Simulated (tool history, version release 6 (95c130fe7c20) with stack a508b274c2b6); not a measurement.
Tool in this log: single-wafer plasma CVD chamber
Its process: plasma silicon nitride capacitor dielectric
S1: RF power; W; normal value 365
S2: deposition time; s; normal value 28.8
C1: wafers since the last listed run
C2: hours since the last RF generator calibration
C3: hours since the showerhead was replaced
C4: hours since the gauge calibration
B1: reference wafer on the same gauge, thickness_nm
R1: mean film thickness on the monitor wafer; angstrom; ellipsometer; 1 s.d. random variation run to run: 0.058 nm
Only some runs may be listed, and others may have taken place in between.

run   hour   S1    S2    C1      C2      C3     C4      B1      R1
  1      0  365  24.5     0  2285.2  7262.4  153.8  40.067  329.22
  2   22.7  365  24.5   424  2307.9  7285.1  176.5  40.058  329.04
  3     44  365  24.5   398  2329.2  7306.4  197.8   40.11  330.67
  4   74.2  365  31.1   565  2359.4  7336.6    228  40.154  419.35
  5   99.5  365  28.8   473  2384.7  7361.9  253.3  40.154  388.72
  6  118.7  320  28.8   359  2403.9  7381.1  272.5  40.195  376.76
  7  135.5  320  28.8   314  2420.7  7397.9  289.3   40.21  376.95
  8  155.3  405  32.6   370  2440.5  7417.7  309.1  40.254  451.92
  9  185.2  310  32.9   559  2470.4  7447.6    339  40.309  427.36
       196  -- RF generator calibrated
 10  203.3  320  32.3   188     7.3  7465.7  357.1  40.326  423.53
     274.4  -- showerhead replaced
     275.3  -- gauge calibrated
 11  300.7  295    25  1672   104.7    26.3   25.4  39.867  317.96
 12  323.1  385  28.8   419   127.1    48.7   47.8  39.882  390.91
 13  343.1  410    32   374   147.1    68.7   67.8  39.912  440.92
 14    364  365  28.8   391     168    89.6   88.7  39.924  386.48

3 ways to go on from here, each from the tool as it stands after run 14. What would each give?
  A  364.4  365  28.8   7  168.4  90  89.1   ?   ?
  B  364.4  300  24.6   7  168.4  90  89.1   ?   ?
  C  364.4  390  24.4   7  168.4  90  89.1   ?   ?

run      B1      R1
  A  39.923  386.17
  B  39.923  314.82
  C  39.923   332.5
With the hidden condition removed and each run's random variation left untouched, the same runs would have given:
run      R1
  A  384.89
  B  313.77
  C   331.4
